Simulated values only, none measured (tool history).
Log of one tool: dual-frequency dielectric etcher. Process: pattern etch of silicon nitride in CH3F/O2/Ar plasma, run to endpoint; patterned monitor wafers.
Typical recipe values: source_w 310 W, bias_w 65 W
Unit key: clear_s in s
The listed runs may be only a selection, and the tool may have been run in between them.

run,day,source_w,bias_w,wafers since the last listed run,hours since the last wet clean,hours since the last source power generator calibration,hours since the last bias power generator calibration,hours since the last upper electrode change,"incoming incoming film thickness, nm",clear_s
1,0.000,250,65,0,327.2,2052.0,1965.8,3787.0,19.22,33.3
2,2.288,310,65,903,382.1,2106.9,2020.7,3841.9,19.33,30.4
3,5.138,280,69,1126,450.5,2175.3,2089.1,3910.3,19.28,30.8
4,8.371,280,69,1277,528.1,2252.9,2166.7,3987.9,19.27,31.0
5,12.342,280,69,1569,623.4,2348.2,2262.0,4083.2,19.35,30.4
# day 15.304: wet clean of the chamber
6,15.662,310,70,917,8.6,2427.9,2341.7,4162.9,19.24,30.1
7,17.396,310,70,684,50.2,2469.5,2383.3,4204.5,19.47,30.5
# day 19.629: upper electrode replaced, of another model than before
# day 20.604: bias power generator calibrated
8,20.900,310,70,923,134.3,2553.6,7.1,30.5,19.11,30.0
9,33.029,310,65,4792,425.4,2844.7,298.2,321.6,19.37,30.3
10,36.288,310,73,1287,503.6,2922.9,376.4,399.8,19.37,29.5
# day 40.083: source power generator calibrated
11,40.592,310,73,1634,606.9,12.2,479.7,503.1,19.42,29.5
12,43.183,310,65,1024,669.1,74.4,541.9,565.3,19.24,29.6
# day 45.188: wet clean of the chamber
13,47.317,290,55,1238,51.1,173.6,641.1,664.5,19.41,33.8
14,51.296,310,70,1572,146.6,269.1,736.6,760.0,19.45,30.1
15,54.812,270,60,1389,231.0,353.5,821.0,844.4,19.27,34.2
16,58.942,240,78,1631,330.1,452.6,920.1,943.5,19.46,36.0
17,63.438,250,50,1776,438.0,560.5,1028.0,1051.4,19.14,36.5
18,65.008,370,75,620,475.7,598.2,1065.7,1089.1,19.40,26.3
19,66.767,250,65,694,517.9,640.4,1107.9,1131.3,19.27,35.4
20,68.662,280,79,749,563.4,685.9,1153.4,1176.8,19.24,30.4
21,70.429,360,52,698,605.8,728.3,1195.8,1219.2,19.33,28.4
22,73.588,270,73,1248,681.6,804.1,1271.6,1295.0,19.08,31.5
# day 78.338: wet clean of the chamber
23,83.446,360,76,3500,122.6,1040.7,1508.2,1531.6,19.27,27.4
24,86.267,390,65,1114,190.3,1108.4,1575.9,1599.3,19.49,26.7
25,94.158,340,61,3118,379.7,1297.8,1765.3,1788.7,19.39,29.0
26,98.421,360,70,1684,482.0,1400.1,1867.6,1891.0,19.33,27.0
# day 106.254: bias power generator calibrated
27,109.179,310,65,4185,740.2,1658.3,70.2,2149.2,19.11,29.2
# day 110.196: wet clean of the chamber
28,112.754,380,76,1017,61.4,1744.1,156.0,2235.0,19.39,26.5
29,115.758,290,54,1187,133.5,1816.2,228.1,2307.1,19.20,33.7
30,119.738,270,73,1572,229.0,1911.7,323.6,2402.6,19.01,32.5
31,122.083,310,65,926,285.3,1968.0,379.9,2458.9,19.38,30.5
32,125.996,310,65,1546,379.2,2061.9,473.8,2552.8,19.46,30.4
33,128.788,310,65,1103,446.2,2128.9,540.8,2619.8,19.30,30.2
34,132.067,310,65,1295,524.9,2207.6,619.5,2698.5,19.43,30.4
35,133.708,310,65,648,564.3,2247.0,658.9,2737.9,19.27,29.9
36,136.325,330,54,1033,627.1,2309.8,721.7,2800.7,19.23,29.5

Selected run-to-run steps in clear_s, each split into two signed amounts: the part the tool would show with no hidden state at all (from settings, incoming material and random variation), and the remainder, which goes to the hidden state together with any gauge scatter not common to the measured and the hidden-state-free results:
The tool's hidden condition here consists of: etch rate over this chamber's usual, %; source power that arrives over what is set, %; bias power that arrives over what is set, %.
Run 5 -> 6: source_w 280 -> 310, bias_w 69 -> 70, wet clean of the chamber. clear_s -0.3 s: hidden state +1.2, all else -1.5.
Run 12 -> 13: source_w 310 -> 290, bias_w 65 -> 55, wet clean of the chamber. clear_s +4.2 s: hidden state +1.3, all else +2.9.
Run 17 -> 18: source_w 250 -> 370, bias_w 50 -> 75. clear_s -10.2 s: hidden state +0.3, all else -10.5.
Run 18 -> 19: source_w 370 -> 250, bias_w 75 -> 65. clear_s +9.1 s: hidden state -0.4, all else +9.5.
Run 27 -> 28: source_w 310 -> 380, bias_w 65 -> 76, wet clean of the chamber. clear_s -2.7 s: hidden state +1.3, all else -4.0.
Run 28 -> 29: source_w 380 -> 290, bias_w 76 -> 54. clear_s +7.2 s: hidden state -0.1, all else +7.3.
